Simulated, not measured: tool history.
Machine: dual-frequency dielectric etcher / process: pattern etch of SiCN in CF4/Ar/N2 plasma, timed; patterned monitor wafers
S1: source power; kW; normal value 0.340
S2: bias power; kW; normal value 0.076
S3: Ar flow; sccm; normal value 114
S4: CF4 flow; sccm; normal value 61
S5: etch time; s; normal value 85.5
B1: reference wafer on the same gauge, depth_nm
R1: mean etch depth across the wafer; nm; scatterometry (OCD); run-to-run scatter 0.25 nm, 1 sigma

Run 1, hour 0.0: usual settings; B1 65.4. Result: R1 53.8 nm.
Run 2, hour 58.6: usual settings; B1 65.2. Result: R1 53.7 nm.
Run 3, hour 119.3: usual settings; B1 65.3. Result: R1 53.1 nm.
Run 4, hour 158.1: usual settings; B1 65.3. Result: R1 53.6 nm.
Run 5, hour 197.2: usual settings; B1 65.3. Result: R1 52.9 nm.
Run 6, hour 239.9: usual settings but S1 0.380 kW; B1 65.5. Result: R1 59.7 nm.
Run 7, hour 309.0: usual settings; B1 65.4. Result: R1 55.5 nm.
Run 8, hour 375.3: usual settings; B1 65.3. Result: R1 54.1 nm.
Run 9, hour 400.2: usual settings but S3 138 sccm; B1 65.2. Result: R1 52.9 nm.
Run 10, hour 430.4: usual settings but S1 0.400 kW, S2 0.093 kW, S3 94 sccm, S5 68.5 s; B1 65.3. Result: R1 59.5 nm.
Run 11, hour 494.1: usual settings but S2 0.085 kW, S3 102 sccm, S4 54 sccm, S5 103.0 s; B1 65.3. Result: R1 69.5 nm.
Run 12, hour 579.2: usual settings but S1 0.380 kW, S2 0.068 kW, S4 74 sccm, S5 61.0 s; B1 65.2. Result: R1 41.8 nm.
Run 13, hour 611.5: usual settings but S5 76.5 s; B1 65.2. Result: R1 47.9 nm.
Run 14, hour 642.2: usual settings but S1 0.260 kW, S2 0.083 kW, S5 66.0 s; B1 65.2. Result: R1 32.6 nm.
Run 15, hour 701.1: usual settings but S2 0.063 kW, S4 67 sccm, S5 92.0 s; B1 65.3. Result: R1 51.9 nm.
Run 16, hour 756.2: usual settings; B1 65.3. Result: R1 53.2 nm.
Run 17, hour 781.8: usual settings but S2 0.089 kW; B1 65.3. Result: R1 58.5 nm.
Run 18, hour 813.3: usual settings but S1 0.260 kW, S2 0.059 kW, S5 65.5 s; B1 65.4. Result: R1 26.6 nm.
Run 19, hour 848.3: usual settings; B1 65.2. Result: R1 54.6 nm.
Run 20, hour 879.9: usual settings but S5 109.0 s; B1 65.4. Result: R1 70.2 nm.
Run 21, hour 940.0: usual settings but S1 0.420 kW, S2 0.067 kW, S4 51 sccm; B1 65.2. Result: R1 61.6 nm.
Run 22, hour 1004.4: usual settings but S4 67 sccm, S5 60.5 s; B1 65.1. Result: R1 39.0 nm.

Not shown: 8 entries that the log had between the listed runs. Between which runs, and how does the tool's hidden state differ before and after?
In the gap between runs 1 and 2: CF4 flow controller replaced (hour 45.5)
  etch rate over this chamber's usual, %: -1.77 -> -2.11
  measured less the result without the state, R1: -1.0 -> -1.1 nm
In the gap between runs 4 and 5: gauge calibrated (hour 195.1)
  etch rate over this chamber's usual, %: -2.67 -> -2.9
  measured less the result without the state, R1: -1.5 -> -1.5 nm
In the gap between runs 6 and 7: wet clean of the chamber (hour 298.0)
  etch rate over this chamber's usual, %: -3.14 -> 0.145
  measured less the result without the state, R1: -1.9 -> +0.1 nm
In the gap between runs 10 and 11: bias power generator calibrated (hour 440.6); source power generator calibrated (hour 474.6); upper electrode replaced (hour 483.3)
  etch rate over this chamber's usual, %: -0.548 -> -0.911
  measured less the result without the state, R1: -0.3 -> -0.6 nm
In the gap between runs 14 and 15: Ar flow controller replaced (hour 671.8)
  etch rate over this chamber's usual, %: -1.76 -> -2.09
  measured less the result without the state, R1: -0.6 -> -1.1 nm
In the gap between runs 18 and 19: wet clean of the chamber (hour 847.8)
  etch rate over this chamber's usual, %: -2.73 -> 0.12
  measured less the result without the state, R1: -0.7 -> +0.0 nm

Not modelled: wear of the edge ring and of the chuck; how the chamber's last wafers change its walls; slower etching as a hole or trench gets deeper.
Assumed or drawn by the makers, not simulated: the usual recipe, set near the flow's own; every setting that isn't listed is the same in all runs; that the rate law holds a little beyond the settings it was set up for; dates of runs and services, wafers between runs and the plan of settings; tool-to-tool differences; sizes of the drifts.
